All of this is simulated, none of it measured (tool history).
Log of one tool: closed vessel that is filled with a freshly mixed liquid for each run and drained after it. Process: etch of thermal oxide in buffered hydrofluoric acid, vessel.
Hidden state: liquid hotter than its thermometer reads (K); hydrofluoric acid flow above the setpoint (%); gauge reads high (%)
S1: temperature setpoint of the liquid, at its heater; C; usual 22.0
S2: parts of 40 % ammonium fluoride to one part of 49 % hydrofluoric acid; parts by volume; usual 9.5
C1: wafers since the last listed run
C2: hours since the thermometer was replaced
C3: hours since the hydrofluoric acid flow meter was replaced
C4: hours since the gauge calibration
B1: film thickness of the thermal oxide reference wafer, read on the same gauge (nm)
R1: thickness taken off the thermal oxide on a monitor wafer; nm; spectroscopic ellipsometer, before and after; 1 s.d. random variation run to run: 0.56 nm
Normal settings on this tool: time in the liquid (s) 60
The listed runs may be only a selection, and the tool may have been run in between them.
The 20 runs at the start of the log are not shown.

Run 21, hour 1464.3: usual settings; C1 8442; C2 182.1; C3 1018.1; C4 730.0; B1 110.00. Result: R1 62.80 nm.
Run 22, hour 1509.2: usual settings but S1 20.0 C, S2 6.0 parts by volume, time in the liquid (s) 85; C1 3281; C2 227.0; C3 1063.0; C4 774.9; B1 110.00. Result: R1 125.84 nm.
Run 23, hour 1574.5: usual settings but S2 11.5 parts by volume, time in the liquid (s) 35; C1 4772; C2 292.3; C3 1128.3; C4 840.2; B1 110.01. Result: R1 31.51 nm.
Run 24, hour 1651.3: usual settings but S1 26.0 C, S2 6.5 parts by volume, time in the liquid (s) 75; C1 5613; C2 369.1; C3 1205.1; C4 917.0; B1 109.99. Result: R1 141.46 nm.
Run 25, hour 1762.8: usual settings but S1 18.0 C; C1 8149; C2 480.6; C3 1316.6; C4 1028.5; B1 110.00. Result: R1 51.30 nm.
Run 26, hour 1805.7: usual settings; C1 3135; C2 523.5; C3 1359.5; C4 1071.4; B1 109.99. Result: R1 63.92 nm.
Run 27, hour 1866.3: usual settings but S2 7.5 parts by volume; C1 4429; C2 584.1; C3 1420.1; C4 1132.0; B1 109.99. Result: R1 80.50 nm.
Run 28, hour 1921.7: usual settings but S1 17.5 C, S2 13.0 parts by volume; C1 4049; C2 639.5; C3 1475.5; C4 1187.4; B1 110.01. Result: R1 36.99 nm.
Run 29, hour 1959.3: usual settings but S1 17.5 C, S2 8.0 parts by volume; C1 2748; C2 677.1; C3 1513.1; C4 1225.0; B1 110.00. Result: R1 57.67 nm.
Run 30, hour 2023.7: usual settings; C1 4707; C2 741.5; C3 1577.5; C4 1289.4; B1 110.00. Result: R1 64.17 nm.

What will run 31 give?
Run 31, hour 2099.3: usual settings but S1 24.5 C, S2 11.5 parts by volume, time in the liquid (s) 35; C1 5525; C2 817.1; C3 1653.1; C4 1365.0; B1 ?. Result: R1 ?.

{"run 31": {"B1": 110.01, "R1": 36.22}}
On a tool with no hidden condition, and with the same random variation, this run would have come out at R1 35.20 nm.
